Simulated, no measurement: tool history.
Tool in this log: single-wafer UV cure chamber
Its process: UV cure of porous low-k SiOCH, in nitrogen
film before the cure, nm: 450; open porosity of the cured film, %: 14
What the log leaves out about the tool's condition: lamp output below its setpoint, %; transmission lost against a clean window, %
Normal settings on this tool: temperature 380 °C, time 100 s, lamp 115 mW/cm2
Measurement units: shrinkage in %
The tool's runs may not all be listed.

run     day  temperature  time  lamp  wafers since the last listed run  hours since the UV bulbs were replaced  wafers since the quartz window was cleaned  shrinkage
  1       0          364   100    96                                 0                                  1667.1                                        1003      5.344
  2   0.512          364   100    96                               105                                  1679.4                                        1109      5.256
  3   1.717          364   100    96                               248                                  1708.3                                        1357      5.165
  4   2.604          380   100   115                               182                                  1729.6                                        1540      5.912
        3.7  -- quartz window cleaned
  5   3.983          380   100   115                               215                                  1762.7                                          58      6.492
  6    4.95          380   100   115                               199                                  1785.9                                         257      6.491
  7   6.238          380   100   115                               265                                  1816.8                                         522      6.382
  8   7.475          380   100   115                               254                                  1846.5                                         777      6.199
  9   8.604          380   100   100                               232                                  1873.6                                        1010      5.636
 10   9.429          380   100   100                               169                                  1893.4                                        1180      5.664
 11  10.258          392   100   115                               170                                  1913.3                                        1351      6.169
 12  10.817          392   100   115                               115                                  1926.7                                        1466      6.001
 13  11.525          387    70   115                               145                                  1943.7                                        1612      4.745
 14  12.079          387    70   115                               114                                    1957                                        1726      4.791
     13.021  -- quartz window cleaned
 15  13.062          380    80   115                               133                                  1980.6                                           9       5.89
 16  14.271          380    80   115                               248                                  2009.6                                         257      5.638
 17  15.008          380   100   115                               151                                  2027.3                                         409      6.333
 18  15.608          380   100   115                               123                                  2041.7                                         533      6.112
 19   16.75          380   100   115                               235                                  2069.1                                         768      6.155
 20  17.321          380   100   115                               117                                  2082.8                                         886      6.114
 21  17.879          367   155    79                               115                                  2096.2                                        1001      6.047
 22  18.617          380   125   125                               151                                  2113.9                                        1153      7.042
 23  19.496          380   100   140                               181                                    2135                                        1334       6.48
 24    20.1          380   100   100                               124                                  2149.5                                        1459      5.281
 25  20.988          380   100    79                               182                                  2170.8                                        1641      4.562
     21.446  -- quartz window cleaned
 26  21.621          387    45   104                                61                                    2186                                          36      3.645
 27  22.917          392    75   115                               266                                  2217.1                                         302      5.543
 28  24.396          380   100   115                               304                                  2252.6                                         607       6.19
 29  25.679          380   100   115                               264                                  2283.4                                         872       6.14
 30  26.388          380   160   115                               145                                  2300.4                                        1018      7.618
 31  27.296          380   100   115                               187                                  2322.2                                        1205      5.898
     27.738  -- UV bulbs replaced
 32  27.833          371    70   145                                42                                     2.3                                        1247      5.215
     29.204  -- quartz window cleaned
 33  29.225          391    50    92                               218                                    35.7                                           4      3.726
 34  30.183          380   150   128                               197                                    58.7                                         201      8.337
 35  31.638          394   100    97                               299                                    93.6                                         501      5.897
 36  32.567          391   100   115                               191                                   115.9                                         692      6.331
 37  33.692          371    60   148                               231                                   142.9                                         924      5.102
 38  34.362          366    45   115                               138                                     159                                        1062      3.359
 39  34.925          371   160   126                               115                                   172.5                                        1178      7.915
 40  36.242          380   135   115                               271                                   204.1                                        1449      6.892

What would each run have given without the hidden state, its run-to-run variation left as it was?
run  shrinkage
  1      5.829
  2      5.784
  3      5.807
  4      6.682
  5       6.53
  6      6.614
  7      6.619
  8      6.545
  9      6.075
 10      6.187
 11       6.79
 12      6.665
 13      5.421
 14      5.532
 15          6
 16      5.848
 17      6.619
 18      6.444
 19      6.601
 20      6.615
 21      6.599
 22      7.702
 23      7.209
 24       6.02
 25      5.353
 26      3.763
 27      5.802
 28      6.597
 29      6.675
 30      8.258
 31      6.582
 32      5.915
 33      3.797
 34       8.53
 35      6.198
 36      6.727
 37      5.568
 38       3.78
 39      8.594
 40      7.682
